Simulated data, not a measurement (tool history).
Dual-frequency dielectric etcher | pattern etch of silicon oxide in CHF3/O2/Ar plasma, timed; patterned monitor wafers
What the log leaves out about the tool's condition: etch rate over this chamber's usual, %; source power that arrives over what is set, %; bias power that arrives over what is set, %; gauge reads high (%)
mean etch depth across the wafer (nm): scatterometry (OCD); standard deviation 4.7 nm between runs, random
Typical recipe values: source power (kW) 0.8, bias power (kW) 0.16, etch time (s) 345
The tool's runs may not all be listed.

run,hour,source power (kW),bias power (kW),etch time (s),wafers since the last listed run,hours since the last wet clean,hours since the last source power generator calibration,hours since the last bias power generator calibration,hours since the last upper electrode change,hours since the gauge calibration,"read-back reference wafer on the same gauge, depth_nm",mean etch depth across the wafer (nm)
1,0,0.8,0.16,418,0,333.4,2120,1762,2876.3,257.7,680.3,916.5
2,35.6,0.8,0.189,345,114,369,2155.6,1797.6,2911.9,293.3,681.1,827.3
3,54.6,0.8,0.16,345,61,388,2174.6,1816.6,2930.9,312.3,682.6,758.4
4,74,0.8,0.16,345,62,407.4,2194,1836,2950.3,331.7,681.1,752.8
5,102.1,0.8,0.17,345,90,435.5,2222.1,1864.1,2978.4,359.8,680.6,779
6,127.8,0.8,0.17,345,82,461.2,2247.8,1889.8,3004.1,385.5,681.7,788.6
7,141.4,0.93,0.16,345,43,474.8,2261.4,1903.4,3017.7,399.1,683.7,794
8,155.8,0.8,0.16,345,46,489.2,2275.8,1917.8,3032.1,413.5,682.1,764.3
9,183.9,0.8,0.16,345,90,517.3,2303.9,1945.9,3060.2,441.6,681.4,761.8
# hour 232.6: wet clean of the chamber
10,233.1,0.8,0.133,404,81,0.5,2353.1,1995.1,3109.4,490.8,682.3,802.9
11,233.5,0.8,0.16,345,1,0.9,2353.5,1995.5,3109.8,491.2,682.5,747.8
# hour 245.3: gauge calibrated
12,253.6,0.8,0.16,345,64,21,2373.6,2015.6,3129.9,8.3,684.8,751.1
13,308.5,0.8,0.16,345,177,75.9,2428.5,2070.5,3184.8,63.2,682.7,744.1
14,329.7,0.8,0.16,345,68,97.1,2449.7,2091.7,3206,84.4,682.8,745.7
15,343.1,0.8,0.16,345,43,110.5,2463.1,2105.1,3219.4,97.8,681.1,761.8
16,372.6,0.61,0.16,345,95,140,2492.6,2134.6,3248.9,127.3,681.9,706.5
17,389.7,0.8,0.18,345,55,157.1,2509.7,2151.7,3266,144.4,680.8,790.1
# hour 414.4: bias power generator calibrated
18,414.9,0.91,0.175,413.5,68,182.3,2534.9,0.5,3291.2,169.6,683.2,968.9
# hour 464.1: upper electrode replaced
19,464.6,0.74,0.146,431.5,82,232,2584.6,50.2,0.5,219.3,682.5,886.4
20,478.9,0.8,0.129,345,46,246.3,2598.9,64.5,14.8,233.6,679.4,671.3

Run 21, settings as shown, results not yet in. Your forecast:
21,502.2,0.98,0.16,345,75,269.6,2622.2,87.8,38.1,256.9,?,?

read-back reference wafer on the same gauge, depth_nm: 682.2
mean etch depth across the wafer (nm): 795.3
With the hidden condition absent and the run-to-run variation left alone, this run would have shown mean etch depth across the wafer (nm) 785.6.

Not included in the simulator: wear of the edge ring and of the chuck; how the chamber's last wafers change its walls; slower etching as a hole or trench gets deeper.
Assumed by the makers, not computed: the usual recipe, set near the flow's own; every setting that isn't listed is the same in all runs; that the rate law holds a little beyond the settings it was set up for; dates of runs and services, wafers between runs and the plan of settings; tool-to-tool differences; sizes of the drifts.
